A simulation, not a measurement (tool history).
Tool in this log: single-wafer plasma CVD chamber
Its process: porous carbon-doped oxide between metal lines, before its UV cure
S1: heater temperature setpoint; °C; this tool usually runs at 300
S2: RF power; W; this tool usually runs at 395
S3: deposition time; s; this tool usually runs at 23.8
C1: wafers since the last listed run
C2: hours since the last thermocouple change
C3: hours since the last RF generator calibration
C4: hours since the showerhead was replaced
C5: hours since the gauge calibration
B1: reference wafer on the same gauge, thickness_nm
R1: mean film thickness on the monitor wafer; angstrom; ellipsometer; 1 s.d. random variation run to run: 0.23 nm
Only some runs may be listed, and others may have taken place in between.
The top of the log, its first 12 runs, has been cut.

At day 11.025: RF generator calibrated.
Run 13, day 11.117: usual settings; C1 389; C2 1349.8; C3 2.2; C4 26.9; C5 135.5; B1 125.966. Result: R1 1061.56 angstrom.
At day 11.892: thermocouple changed; heater temperature recalibrated.
Run 14, day 12.071: usual settings but S1 307 °C, S2 335 W, S3 27.8 s; C1 315; C2 4.3; C3 25.1; C4 49.8; C5 158.4; B1 125.999. Result: R1 1045.87 angstrom.
Run 15, day 13.071: usual settings but S1 309 °C, S2 335 W, S3 26.9 s; C1 507; C2 28.3; C3 49.1; C4 73.8; C5 182.4; B1 125.978. Result: R1 1001.48 angstrom.
Run 16, day 14.162: usual settings but S1 285 °C, S2 360 W, S3 25.9 s; C1 554; C2 54.5; C3 75.3; C4 100; C5 208.6; B1 126.058. Result: R1 1186.08 angstrom.
Run 17, day 14.796: usual settings but S2 355 W, S3 25.6 s; C1 321; C2 69.7; C3 90.5; C4 115.2; C5 223.8; B1 125.979. Result: R1 1052.83 angstrom.
Run 18, day 15.329: usual settings but S2 360 W, S3 19.2 s; C1 270; C2 82.5; C3 103.3; C4 128; C5 236.6; B1 125.997. Result: R1 806.55 angstrom.
Run 19, day 16.179: usual settings but S1 288 °C; C1 431; C2 102.9; C3 123.7; C4 148.4; C5 257; B1 125.961. Result: R1 1146.9 angstrom.
Run 20, day 17.517: usual settings but S1 291 °C, S2 365 W, S3 22.5 s; C1 679; C2 135; C3 155.8; C4 180.5; C5 289.1; B1 125.987. Result: R1 1004.93 angstrom.
Run 21, day 21.517: usual settings; C1 2031; C2 231; C3 251.8; C4 276.5; C5 385.1; B1 125.955. Result: R1 1061.88 angstrom.
Run 22, day 24.254: usual settings but S1 288 °C, S2 375 W, S3 20.3 s; C1 1390; C2 296.7; C3 317.5; C4 342.2; C5 450.8; B1 126.017. Result: R1 946.79 angstrom.
Run 23, day 25.508: usual settings but S1 294 °C, S2 420 W, S3 19.5 s; C1 636; C2 326.8; C3 347.6; C4 372.3; C5 480.9; B1 125.987. Result: R1 953.84 angstrom.
Run 24, day 26.817: usual settings; C1 664; C2 358.2; C3 379; C4 403.7; C5 512.3; B1 126.064. Result: R1 1062.07 angstrom.
Run 25, day 28.033: usual settings; C1 617; C2 387.4; C3 408.2; C4 432.9; C5 541.5; B1 126.088. Result: R1 1064.32 angstrom.
Run 26, day 29.071: usual settings; C1 526; C2 412.3; C3 433.1; C4 457.8; C5 566.4; B1 126.001. Result: R1 1062.04 angstrom.
Run 27, day 29.708: usual settings but S1 291 °C; C1 323; C2 427.6; C3 448.4; C4 473.1; C5 581.7; B1 126.084. Result: R1 1129.21 angstrom.
Run 28, day 30.688: usual settings but S2 430 W; C1 497; C2 451.1; C3 471.9; C4 496.6; C5 605.2; B1 126.03. Result: R1 1132.5 angstrom.
Run 29, day 31.608: usual settings but S1 287 °C, S3 27.2 s; C1 467; C2 473.2; C3 494; C4 518.7; C5 627.3; B1 125.98. Result: R1 1315.69 angstrom.
Run 30, day 32.825: usual settings but S2 355 W, S3 25.6 s; C1 617; C2 502.4; C3 523.2; C4 547.9; C5 656.5; B1 125.996. Result: R1 1058.04 angstrom.
Run 31, day 33.546: usual settings but S3 26 s; C1 366; C2 519.7; C3 540.5; C4 565.2; C5 673.8; B1 126.024. Result: R1 1156.98 angstrom.
Run 32, day 34.917: usual settings; C1 696; C2 552.6; C3 573.4; C4 598.1; C5 706.7; B1 125.976. Result: R1 1063.11 angstrom.
Run 33, day 35.829: usual settings but S1 295 °C, S2 470 W, S3 19.2 s; C1 463; C2 574.5; C3 595.3; C4 620; C5 728.6; B1 126.092. Result: R1 1010.04 angstrom.
Run 34, day 39.604: usual settings but S1 287 °C; C1 1917; C2 665.1; C3 685.9; C4 710.6; C5 819.2; B1 125.932. Result: R1 1157.23 angstrom.
Run 35, day 40.879: usual settings; C1 647; C2 695.7; C3 716.5; C4 741.2; C5 849.8; B1 125.934. Result: R1 1065.31 angstrom.

Below are 3 alternative next runs, each starting from the tool's condition after run 35. Predict each:
Run A, day 40.896: usual settings but S2 435 W; C1 8; C2 696.1; C3 716.9; C4 741.6; C5 850.2; B1 ?. Result: R1 ?.
Run B, day 40.896: usual settings but S1 315 °C, S2 440 W; C1 8; C2 696.1; C3 716.9; C4 741.6; C5 850.2; B1 ?. Result: R1 ?.
Run C, day 40.896: usual settings but S1 295 °C; C1 8; C2 696.1; C3 716.9; C4 741.6; C5 850.2; B1 ?. Result: R1 ?.

run      B1       R1
  A  125.91  1139.33
  B  125.91  1050.65
  C  125.91  1095.89
Without the tool's hidden state the same runs would have given:
run       R1
  A  1139.33
  B  1050.65
  C  1095.89
